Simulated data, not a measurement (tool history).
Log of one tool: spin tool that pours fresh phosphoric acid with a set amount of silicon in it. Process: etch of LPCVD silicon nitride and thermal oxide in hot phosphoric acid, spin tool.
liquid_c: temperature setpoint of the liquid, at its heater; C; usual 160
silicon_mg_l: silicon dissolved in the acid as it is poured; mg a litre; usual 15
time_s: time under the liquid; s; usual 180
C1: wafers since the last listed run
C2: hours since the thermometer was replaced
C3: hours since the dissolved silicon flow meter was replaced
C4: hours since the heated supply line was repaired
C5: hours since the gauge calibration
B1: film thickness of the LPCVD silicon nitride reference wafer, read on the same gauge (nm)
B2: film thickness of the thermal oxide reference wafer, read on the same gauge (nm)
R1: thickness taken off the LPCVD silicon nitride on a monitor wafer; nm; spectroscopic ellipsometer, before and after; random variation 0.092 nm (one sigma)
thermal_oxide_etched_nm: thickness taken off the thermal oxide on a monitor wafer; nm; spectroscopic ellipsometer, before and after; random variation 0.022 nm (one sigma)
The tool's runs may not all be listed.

Run 1, day 0: usual settings but liquid_c 162.5 C, silicon_mg_l 7.5 mg a litre, time_s 285 s; C1 0; C2 441.2; C3 1906.9; C4 307.9; C5 3072; B1 84.58; B2 73.983. Result: R1 24.66 nm, thermal_oxide_etched_nm 0.906 nm.
At day 0.917: gauge calibrated.
Run 2, day 2.188: usual settings but liquid_c 161.5 C, silicon_mg_l 7 mg a litre, time_s 255 s; C1 342; C2 493.7; C3 1959.4; C4 360.4; C5 30.5; B1 80.19; B2 70.149. Result: R1 19.95 nm, thermal_oxide_etched_nm 0.721 nm.
Run 3, day 3.5: usual settings but silicon_mg_l 6 mg a litre, time_s 285 s; C1 205; C2 525.2; C3 1990.9; C4 391.9; C5 62; B1 80.21; B2 70.175. Result: R1 21.31 nm, thermal_oxide_etched_nm 0.71 nm.
Run 4, day 4.525: usual settings but liquid_c 159 C, time_s 125 s; C1 160; C2 549.8; C3 2015.5; C4 416.5; C5 86.6; B1 80.27; B2 70.202. Result: R1 8.93 nm, thermal_oxide_etched_nm 0.23 nm.
Run 5, day 6.321: usual settings but liquid_c 157.5 C, silicon_mg_l 12 mg a litre, time_s 125 s; C1 281; C2 592.9; C3 2058.6; C4 459.6; C5 129.7; B1 80.27; B2 70.255. Result: R1 8.62 nm, thermal_oxide_etched_nm 0.217 nm.
Run 6, day 8.375: usual settings but liquid_c 158.5 C, silicon_mg_l 10 mg a litre, time_s 70 s; C1 322; C2 642.2; C3 2107.9; C4 508.9; C5 179; B1 80.41; B2 70.327. Result: R1 4.97 nm, thermal_oxide_etched_nm 0.134 nm.
Run 7, day 10.446: usual settings but liquid_c 159 C, silicon_mg_l 21 mg a litre, time_s 270 s; C1 324; C2 691.9; C3 2157.6; C4 558.6; C5 228.7; B1 80.44; B2 70.389. Result: R1 19.97 nm, thermal_oxide_etched_nm 0.459 nm.
Run 8, day 12.704: usual settings but liquid_c 161.5 C, silicon_mg_l 22.5 mg a litre, time_s 80 s; C1 354; C2 746.1; C3 2211.8; C4 612.8; C5 282.9; B1 80.52; B2 70.47. Result: R1 6.36 nm, thermal_oxide_etched_nm 0.148 nm.
Run 9, day 15.6: usual settings but silicon_mg_l 8.5 mg a litre; C1 454; C2 815.6; C3 2281.3; C4 682.3; C5 352.4; B1 80.61; B2 70.556. Result: R1 13.75 nm, thermal_oxide_etched_nm 0.421 nm.
Run 10, day 17.75: usual settings but liquid_c 157.5 C; C1 337; C2 867.2; C3 2332.9; C4 733.9; C5 404; B1 80.71; B2 70.63. Result: R1 12.36 nm, thermal_oxide_etched_nm 0.298 nm.
Run 11, day 19.883: usual settings but silicon_mg_l 9.5 mg a litre, time_s 270 s; C1 334; C2 918.4; C3 2384.1; C4 785.1; C5 455.2; B1 80.79; B2 70.652. Result: R1 20.35 nm, thermal_oxide_etched_nm 0.646 nm.
At day 21.167: dissolved silicon flow meter replaced.
Run 12, day 21.504: usual settings but silicon_mg_l 11 mg a litre; C1 247; C2 957.3; C3 8.1; C4 824; C5 494.1; B1 80.82; B2 70.724. Result: R1 13.58 nm, thermal_oxide_etched_nm 0.377 nm.
Run 13, day 23.117: usual settings but liquid_c 159 C; C1 252; C2 996; C3 46.8; C4 862.7; C5 532.8; B1 80.86; B2 70.776. Result: R1 13.26 nm, thermal_oxide_etched_nm 0.316 nm.
Run 14, day 25.971: usual settings but silicon_mg_l 5.5 mg a litre; C1 447; C2 1064.5; C3 115.3; C4 931.2; C5 601.3; B1 81.02; B2 70.847. Result: R1 13.45 nm, thermal_oxide_etched_nm 0.449 nm.
Run 15, day 28.179: usual settings but liquid_c 161 C; C1 346; C2 1117.5; C3 168.3; C4 984.2; C5 654.3; B1 81.03; B2 70.909. Result: R1 14.26 nm, thermal_oxide_etched_nm 0.416 nm.
Run 16, day 29.246: usual settings but liquid_c 162.5 C, silicon_mg_l 27 mg a litre, time_s 255 s; C1 167; C2 1143.1; C3 193.9; C4 1009.8; C5 679.9; B1 81.08; B2 70.936. Result: R1 21.15 nm, thermal_oxide_etched_nm 0.443 nm.
Run 17, day 30.504: usual settings but liquid_c 159 C, silicon_mg_l 12 mg a litre, time_s 110 s; C1 197; C2 1173.3; C3 224.1; C4 1040; C5 710.1; B1 81.14; B2 70.996. Result: R1 8.06 nm, thermal_oxide_etched_nm 0.212 nm.
Run 18, day 31.992: usual settings but silicon_mg_l 21.5 mg a litre, time_s 130 s; C1 233; C2 1209; C3 259.8; C4 1075.7; C5 745.8; B1 81.17; B2 71.064. Result: R1 9.84 nm, thermal_oxide_etched_nm 0.222 nm.
Run 19, day 39.117: usual settings but liquid_c 158.5 C, silicon_mg_l 26.5 mg a litre, time_s 265 s; C1 1117; C2 1380; C3 430.8; C4 1246.7; C5 916.8; B1 81.38; B2 71.253. Result: R1 19.25 nm, thermal_oxide_etched_nm 0.321 nm.
Run 20, day 41.483: usual settings; C1 371; C2 1436.8; C3 487.6; C4 1303.5; C5 973.6; B1 81.51; B2 71.332. Result: R1 13.77 nm, thermal_oxide_etched_nm 0.37 nm.
Run 21, day 43.862: usual settings but silicon_mg_l 25.5 mg a litre; C1 373; C2 1493.9; C3 544.7; C4 1360.6; C5 1030.7; B1 81.57; B2 71.429. Result: R1 13.74 nm, thermal_oxide_etched_nm 0.228 nm.
Run 22, day 45.95: usual settings; C1 327; C2 1544; C3 594.8; C4 1410.7; C5 1080.8; B1 81.64; B2 71.446. Result: R1 13.89 nm, thermal_oxide_etched_nm 0.369 nm.

4 ways to go on from here, each from the tool as it stands after run 22. What would each give?
Run A, day 45.971: usual settings but time_s 90 s; C1 3; C2 1544.5; C3 595.3; C4 1411.2; C5 1081.3; B1 ?; B2 ?. Result: R1 ?, thermal_oxide_etched_nm ?.
Run B, day 45.971: usual settings but liquid_c 162.5 C; C1 3; C2 1544.5; C3 595.3; C4 1411.2; C5 1081.3; B1 ?; B2 ?. Result: R1 ?, thermal_oxide_etched_nm ?.
Run C, day 45.971: usual settings but time_s 290 s; C1 3; C2 1544.5; C3 595.3; C4 1411.2; C5 1081.3; B1 ?; B2 ?. Result: R1 ?, thermal_oxide_etched_nm ?.
Run D, day 45.971: usual settings but liquid_c 158 C, silicon_mg_l 23 mg a litre, time_s 150 s; C1 3; C2 1544.5; C3 595.3; C4 1411.2; C5 1081.3; B1 ?; B2 ?. Result: R1 ?, thermal_oxide_etched_nm ?.

run     B1      B2     R1  thermal_oxide_etched_nm
  A  81.69  71.457   6.84                    0.181
  B  81.69  71.457  14.87                    0.436
  C  81.69  71.457  22.04                    0.584
  D  81.69  71.457  10.66                    0.208
Without the tool's hidden state the same runs would have given:
run     R1  thermal_oxide_etched_nm
  A    6.7                    0.178
  B  14.57                    0.427
  C  21.59                    0.572
  D  10.44                    0.204
